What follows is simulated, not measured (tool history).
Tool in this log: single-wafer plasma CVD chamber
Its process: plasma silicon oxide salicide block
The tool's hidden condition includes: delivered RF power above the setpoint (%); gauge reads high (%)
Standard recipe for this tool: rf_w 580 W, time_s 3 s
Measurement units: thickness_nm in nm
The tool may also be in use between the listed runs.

run,hour,rf_w,time_s,wafers since the last listed run,hours since the last RF generator calibration,hours since the showerhead was replaced,hours since the gauge calibration,"read-back reference wafer on the same gauge, thickness_nm",thickness_nm
1,0,580,3,0,543.4,5672.7,240.1,38.73,33.006
2,49.4,510,3.26,835,592.8,5722.1,289.5,38.719,35.078
3,150.2,510,3.26,1705,693.6,5822.9,390.3,38.719,34.536
4,240.9,580,3,1534,784.3,5913.6,481,38.686,33.049
5,305.1,580,3,1086,848.5,5977.8,545.2,38.681,32.847
6,351.9,580,3,791,895.3,6024.6,592,38.742,33.074
7,455.9,580,3,1759,999.3,6128.6,696,38.643,33.038
8,523.6,580,3,1145,1067,6196.3,763.7,38.698,32.809
9,562.4,580,3,656,1105.8,6235.1,802.5,38.737,32.758
10,649.2,495,2.55,1468,1192.6,6321.9,889.3,38.727,26.638
11,696.9,495,2.55,806,1240.3,6369.6,937,38.655,26.784
12,760.4,495,2.55,1074,1303.8,6433.1,1000.5,38.705,26.568
13,818,580,3,974,1361.4,6490.7,1058.1,38.747,32.518
14,873.9,670,3.27,945,1417.3,6546.6,1114,38.678,36.989
# hour 889.8: showerhead replaced
# hour 907.2: gauge calibrated
# hour 938: RF generator calibrated
15,961.9,580,3.39,1218,23.9,72.1,54.7,38.749,37.423
16,1039.4,580,3,1311,101.4,149.6,132.2,38.719,33.038
17,1146.2,615,3.6,1806,208.2,256.4,239,38.719,40.302

For run 18, what comes out?
18,1205.8,650,3.31,1008,267.8,316,298.6,?,?

read-back reference wafer on the same gauge, thickness_nm: 38.684
thickness_nm: 37.215 nm
The same run, on a tool lacking any hidden state, would have yielded thickness_nm 37.266 nm.
